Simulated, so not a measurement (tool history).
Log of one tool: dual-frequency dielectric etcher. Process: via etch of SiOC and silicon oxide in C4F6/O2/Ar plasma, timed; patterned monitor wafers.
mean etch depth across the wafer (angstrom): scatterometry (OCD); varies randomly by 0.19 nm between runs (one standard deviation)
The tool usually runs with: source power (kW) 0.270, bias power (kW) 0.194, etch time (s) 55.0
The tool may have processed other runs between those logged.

| run | day | source power (kW) | bias power (kW) | etch time (s) | wafers since the last listed run | hours since the last wet clean | hours since the last source power generator calibration | hours since the last bias power generator calibration | hours since the last upper electrode change | hours since the gauge calibration | read-back reference wafer on the same gauge, depth_nm | mean etch depth across the wafer (angstrom) |
|---|---|---|---|---|---|---|---|---|---|---|---|---|
| 1 | 0.000 | 0.270 | 0.214 | 55.0 | 0 | 554.8 | 3011.3 | 3047.8 | 5696.5 | 104.1 | 55.5 | 570 |
| 2 | 0.258 | 0.270 | 0.214 | 55.0 | 47 | 561.0 | 3017.5 | 3054.0 | 5702.7 | 110.3 | 55.6 | 570 |
| 3 | 0.729 | 0.270 | 0.214 | 55.0 | 86 | 572.3 | 3028.8 | 3065.3 | 5714.0 | 121.6 | 55.6 | 569 |
| 4 | 1.458 | 0.270 | 0.194 | 43.5 | 134 | 589.8 | 3046.3 | 3082.8 | 5731.5 | 139.1 | 55.6 | 444 |
| 5 | 1.817 | 0.270 | 0.194 | 43.5 | 66 | 598.4 | 3054.9 | 3091.4 | 5740.1 | 147.7 | 55.6 | 442 |
| 6 | 2.308 | 0.270 | 0.194 | 43.5 | 90 | 610.2 | 3066.7 | 3103.2 | 5751.9 | 159.5 | 55.6 | 443 |
|  | 3.500 | gauge calibrated |
|  | 3.525 | wet clean of the chamber |
| 7 | 3.546 | 0.270 | 0.194 | 55.0 | 43 | 0.5 | 3096.4 | 3132.9 | 5781.6 | 1.1 | 55.6 | 532 |
|  | 3.775 | source power generator calibrated |
| 8 | 4.350 | 0.270 | 0.194 | 55.0 | 117 | 19.8 | 13.8 | 3152.2 | 5800.9 | 20.4 | 55.6 | 532 |
| 9 | 4.904 | 0.230 | 0.194 | 55.0 | 102 | 33.1 | 27.1 | 3165.5 | 5814.2 | 33.7 | 55.6 | 502 |
|  | 5.512 | bias power generator calibrated |
|  | 6.192 | upper electrode replaced |
| 10 | 6.212 | 0.270 | 0.210 | 66.0 | 85 | 64.5 | 58.5 | 16.8 | 0.5 | 65.1 | 55.6 | 650 |
| 11 | 6.225 | 0.270 | 0.194 | 55.0 | 2 | 64.8 | 58.8 | 17.1 | 0.8 | 65.4 | 55.6 | 534 |
| 12 | 6.242 | 0.270 | 0.240 | 64.5 | 3 | 65.2 | 59.2 | 17.5 | 1.2 | 65.8 | 55.6 | 655 |
| 13 | 6.383 | 0.330 | 0.194 | 39.0 | 26 | 68.6 | 62.6 | 20.9 | 4.6 | 69.2 | 55.6 | 411 |
| 14 | 6.762 | 0.270 | 0.194 | 45.0 | 70 | 77.7 | 71.7 | 30.0 | 13.7 | 78.3 | 55.6 | 439 |
| 15 | 7.438 | 0.270 | 0.233 | 62.5 | 124 | 93.9 | 87.9 | 46.2 | 29.9 | 94.5 | 55.5 | 635 |
| 16 | 7.817 | 0.270 | 0.178 | 66.5 | 70 | 103.0 | 97.0 | 55.3 | 39.0 | 103.6 | 55.6 | 641 |
| 17 | 8.250 | 0.270 | 0.194 | 49.5 | 80 | 113.4 | 107.4 | 65.7 | 49.4 | 114.0 | 55.6 | 483 |
| 18 | 8.542 | 0.270 | 0.194 | 55.0 | 53 | 120.4 | 114.4 | 72.7 | 56.4 | 121.0 | 55.6 | 543 |

Describe how what the log doesn't record of the tool's condition differs between the last listed run preceding each entry between runs and the first listed run following it.
Logged between run 6 and run 7: gauge calibrated (day 3.500); wet clean of the chamber (day 3.525)
  etch rate over this chamber's usual, %: 5.91 -> 0.347
  measured value less the no-hidden-state value, mean etch depth across the wafer (angstrom): +25 -> +1
Logged between run 7 and run 8: source power generator calibrated (day 3.775)
  etch rate over this chamber's usual, %: 0.347 -> 0.523
  measured value less the no-hidden-state value, mean etch depth across the wafer (angstrom): +1 -> +3
Logged between run 9 and run 10: bias power generator calibrated (day 5.512); upper electrode replaced (day 6.192)
  etch rate over this chamber's usual, %: 0.644 -> 0.929
  measured value less the no-hidden-state value, mean etch depth across the wafer (angstrom): +3 -> +6

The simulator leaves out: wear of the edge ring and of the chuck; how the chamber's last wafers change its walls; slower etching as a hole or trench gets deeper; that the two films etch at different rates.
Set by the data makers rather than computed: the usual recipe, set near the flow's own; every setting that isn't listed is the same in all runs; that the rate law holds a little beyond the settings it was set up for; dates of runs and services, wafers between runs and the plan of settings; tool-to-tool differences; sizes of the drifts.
